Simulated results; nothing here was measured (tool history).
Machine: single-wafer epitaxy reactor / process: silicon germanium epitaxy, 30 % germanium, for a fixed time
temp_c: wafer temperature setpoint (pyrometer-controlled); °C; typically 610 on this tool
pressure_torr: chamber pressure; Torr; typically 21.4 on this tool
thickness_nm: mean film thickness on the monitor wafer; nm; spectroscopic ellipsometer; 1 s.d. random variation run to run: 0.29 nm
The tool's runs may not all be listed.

run	hour	temp_c	pressure_torr	wafers since the last listed run	hours since the last pyrometer calibration	hours since the last manometer calibration	hours since the showerhead was replaced	hours since the gauge calibration	read-back reference wafer on the same gauge, thickness_nm	thickness_nm
1	0	610	24.9	0	1780.1	860.2	3009.1	166.7	63.976	71.886
2	32	606	21.4	752	1812.1	892.2	3041.1	198.7	64.011	62.281
3	46.1	606	21.4	331	1826.2	906.3	3055.2	212.8	64.03	62.787
4	66	610	21.4	468	1846.1	926.2	3075.1	232.7	63.948	68.493
5	86.9	610	21.4	491	1867	947.1	3096	253.6	64.088	68.374
6	111	610	21.4	567	1891.1	971.2	3120.1	277.7	64.014	67.714
7	146.7	613	21.4	840	1926.8	1006.9	3155.8	313.4	64.02	71.92
# hour 157.5: pyrometer calibrated
8	163.6	602	18.6	209	6.1	1023.8	3172.7	330.3	64.06	61.695
9	179.2	602	18.6	367	21.7	1039.4	3188.3	345.9	63.98	61.844
10	208.2	602	18.6	682	50.7	1068.4	3217.3	374.9	63.976	60.615
# hour 208.4: gauge calibrated
11	236.4	610	21.4	663	78.9	1096.6	3245.5	28	64.027	75.216
12	269.5	603	26.2	778	112	1129.7	3278.6	61.1	64.054	70.161
# hour 297.7: showerhead replaced
13	300.4	601	25.4	538	142.9	1160.6	2.7	92	64.047	66.132
14	314.2	618	23.9	324	156.7	1174.4	16.5	105.8	63.938	91.693
# hour 350.6: capacitance manometer re-zeroed and calibrated
15	351.1	610	23.4	680	193.6	0.5	53.4	142.7	64.017	77.904
16	374.8	622	16.5	557	217.3	24.2	77.1	166.4	63.952	86.677
17	388	602	18.6	310	230.5	37.4	90.3	179.6	64.116	60.366
18	405.4	624	26.4	409	247.9	54.8	107.7	197	63.961	106.527
19	432.8	610	21.4	644	275.3	82.2	135.1	224.4	64.07	74.868
20	457.6	610	21.4	583	300.1	107	159.9	249.2	63.893	75.026
21	470.9	610	21.4	312	313.4	120.3	173.2	262.5	63.988	74.659
22	497.8	616	21.4	632	340.3	147.2	200.1	289.4	63.967	83.789

Branching from run 22: 5 alternative next runs. What would each branch give?
A	498.2	617	21.4	9	340.7	147.6	200.5	289.8	?	?
B	498.2	599	16.4	9	340.7	147.6	200.5	289.8	?	?
C	498.2	614	19.9	9	340.7	147.6	200.5	289.8	?	?
D	498.2	595	21.4	9	340.7	147.6	200.5	289.8	?	?
E	498.2	614	25	9	340.7	147.6	200.5	289.8	?	?

run	read-back reference wafer on the same gauge, thickness_nm	thickness_nm
A	63.947	85.214
B	63.947	53.732
C	63.947	78.209
D	63.947	54.136
E	63.947	84.772
Had the tool no hidden state, the same runs would have come out as:
run	thickness_nm
A	86.851
B	54.814
C	79.723
D	55.238
E	86.413
